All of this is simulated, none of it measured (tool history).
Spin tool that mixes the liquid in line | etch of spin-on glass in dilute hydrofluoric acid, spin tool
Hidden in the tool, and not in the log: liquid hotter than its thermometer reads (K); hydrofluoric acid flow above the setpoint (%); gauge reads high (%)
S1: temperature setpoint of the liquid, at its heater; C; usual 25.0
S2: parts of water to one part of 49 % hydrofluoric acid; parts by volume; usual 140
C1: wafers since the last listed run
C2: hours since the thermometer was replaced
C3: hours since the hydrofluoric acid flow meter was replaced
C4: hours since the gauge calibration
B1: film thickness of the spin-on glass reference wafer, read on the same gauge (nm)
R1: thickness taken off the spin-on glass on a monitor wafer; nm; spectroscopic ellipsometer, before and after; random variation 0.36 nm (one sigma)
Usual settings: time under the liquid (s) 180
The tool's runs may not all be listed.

run 1 day=0.000 | S1=25.0 S2=140 time_under_the_liquid_(s)=180 | C1=0 C2=212.8 C3=668.9 C4=1474.1 | B1=80.01 | R1=41.86
run 2 day=2.438 | S1=25.0 S2=140 time_under_the_liquid_(s)=180 | C1=400 C2=271.3 C3=727.4 C4=1532.6 | B1=80.02 | R1=41.51
-- day=3.717 hydrofluoric acid flow meter replaced
run 3 day=6.575 | S1=25.0 S2=140 time_under_the_liquid_(s)=180 | C1=673 C2=370.6 C3=68.6 C4=1631.9 | B1=79.98 | R1=39.78
run 4 day=9.038 | S1=25.0 S2=140 time_under_the_liquid_(s)=180 | C1=404 C2=429.7 C3=127.7 C4=1691.0 | B1=80.01 | R1=40.95
run 5 day=12.554 | S1=25.0 S2=140 time_under_the_liquid_(s)=180 | C1=578 C2=514.1 C3=212.1 C4=1775.4 | B1=80.01 | R1=40.16
run 6 day=15.667 | S1=25.0 S2=140 time_under_the_liquid_(s)=235 | C1=511 C2=588.8 C3=286.8 C4=1850.1 | B1=80.00 | R1=53.63
run 7 day=18.979 | S1=25.0 S2=140 time_under_the_liquid_(s)=180 | C1=544 C2=668.3 C3=366.3 C4=1929.6 | B1=79.99 | R1=40.96
-- day=21.842 thermometer replaced
run 8 day=22.258 | S1=25.0 S2=140 time_under_the_liquid_(s)=180 | C1=532 C2=10.0 C3=445.0 C4=2008.3 | B1=80.00 | R1=41.19
run 9 day=24.204 | S1=25.0 S2=140 time_under_the_liquid_(s)=180 | C1=319 C2=56.7 C3=491.7 C4=2055.0 | B1=80.01 | R1=40.99
run 10 day=26.096 | S1=25.0 S2=140 time_under_the_liquid_(s)=180 | C1=311 C2=102.1 C3=537.1 C4=2100.4 | B1=80.01 | R1=41.30
run 11 day=30.454 | S1=25.0 S2=140 time_under_the_liquid_(s)=120 | C1=716 C2=206.7 C3=641.7 C4=2205.0 | B1=80.01 | R1=27.52
run 12 day=33.733 | S1=25.0 S2=140 time_under_the_liquid_(s)=120 | C1=539 C2=285.4 C3=720.4 C4=2283.7 | B1=80.00 | R1=27.57
run 13 day=36.771 | S1=25.0 S2=140 time_under_the_liquid_(s)=120 | C1=499 C2=358.3 C3=793.3 C4=2356.6 | B1=79.99 | R1=28.01
-- day=38.775 hydrofluoric acid flow meter replaced
run 14 day=39.904 | S1=25.0 S2=140 time_under_the_liquid_(s)=180 | C1=508 C2=433.5 C3=27.1 C4=2431.8 | B1=80.01 | R1=40.06
run 15 day=43.450 | S1=25.0 S2=140 time_under_the_liquid_(s)=180 | C1=583 C2=518.6 C3=112.2 C4=2516.9 | B1=80.00 | R1=40.25
run 16 day=45.746 | S1=25.0 S2=140 time_under_the_liquid_(s)=180 | C1=377 C2=573.7 C3=167.3 C4=2572.0 | B1=80.01 | R1=40.96
-- day=51.425 thermometer replaced
run 17 day=57.404 | S1=25.0 S2=140 time_under_the_liquid_(s)=180 | C1=1910 C2=143.5 C3=447.1 C4=2851.8 | B1=80.00 | R1=41.85
run 18 day=61.404 | S1=25.0 S2=140 time_under_the_liquid_(s)=180 | C1=657 C2=239.5 C3=543.1 C4=2947.8 | B1=80.02 | R1=41.22
run 19 day=65.671 | S1=21.5 S2=140 time_under_the_liquid_(s)=115 | C1=701 C2=341.9 C3=645.5 C4=3050.2 | B1=80.01 | R1=23.33
run 20 day=68.533 | S1=25.0 S2=195 time_under_the_liquid_(s)=135 | C1=470 C2=410.6 C3=714.2 C4=3118.9 | B1=80.00 | R1=21.38
run 21 day=71.396 | S1=29.0 S2=140 time_under_the_liquid_(s)=180 | C1=470 C2=479.3 C3=782.9 C4=3187.6 | B1=79.98 | R1=48.98
-- day=73.496 hydrofluoric acid flow meter replaced
-- day=74.033 gauge calibrated
run 22 day=80.896 | S1=20.0 S2=205 time_under_the_liquid_(s)=85 | C1=1555 C2=707.3 C3=177.6 C4=164.7 | B1=80.01 | R1=10.18
run 23 day=82.754 | S1=25.0 S2=140 time_under_the_liquid_(s)=180 | C1=305 C2=751.9 C3=222.2 C4=209.3 | B1=80.02 | R1=40.31
-- day=83.875 thermometer replaced
run 24 day=84.300 | S1=25.0 S2=195 time_under_the_liquid_(s)=180 | C1=247 C2=10.2 C3=259.3 C4=246.4 | B1=79.99 | R1=27.41
run 25 day=88.542 | S1=25.0 S2=140 time_under_the_liquid_(s)=75 | C1=697 C2=112.0 C3=361.1 C4=348.2 | B1=79.98 | R1=17.28
run 26 day=92.333 | S1=25.0 S2=140 time_under_the_liquid_(s)=180 | C1=623 C2=203.0 C3=452.1 C4=439.2 | B1=79.99 | R1=41.02
run 27 day=96.058 | S1=28.5 S2=140 time_under_the_liquid_(s)=180 | C1=612 C2=292.4 C3=541.5 C4=528.6 | B1=79.99 | R1=47.06
run 28 day=98.817 | S1=25.0 S2=170 time_under_the_liquid_(s)=180 | C1=453 C2=358.6 C3=607.7 C4=594.8 | B1=79.99 | R1=33.02
run 29 day=100.879 | S1=25.0 S2=140 time_under_the_liquid_(s)=180 | C1=339 C2=408.1 C3=657.2 C4=644.3 | B1=80.00 | R1=41.80

The next listed run, before its measurement:
run 30 day=104.112 | S1=25.0 S2=140 time_under_the_liquid_(s)=180 | C1=531 C2=485.7 C3=734.8 C4=721.9 | B1=? | R1=?

Run 30 gave B1 79.99, R1 41.98 nm.
Without the tool's hidden state the same run would have given R1 39.96 nm.
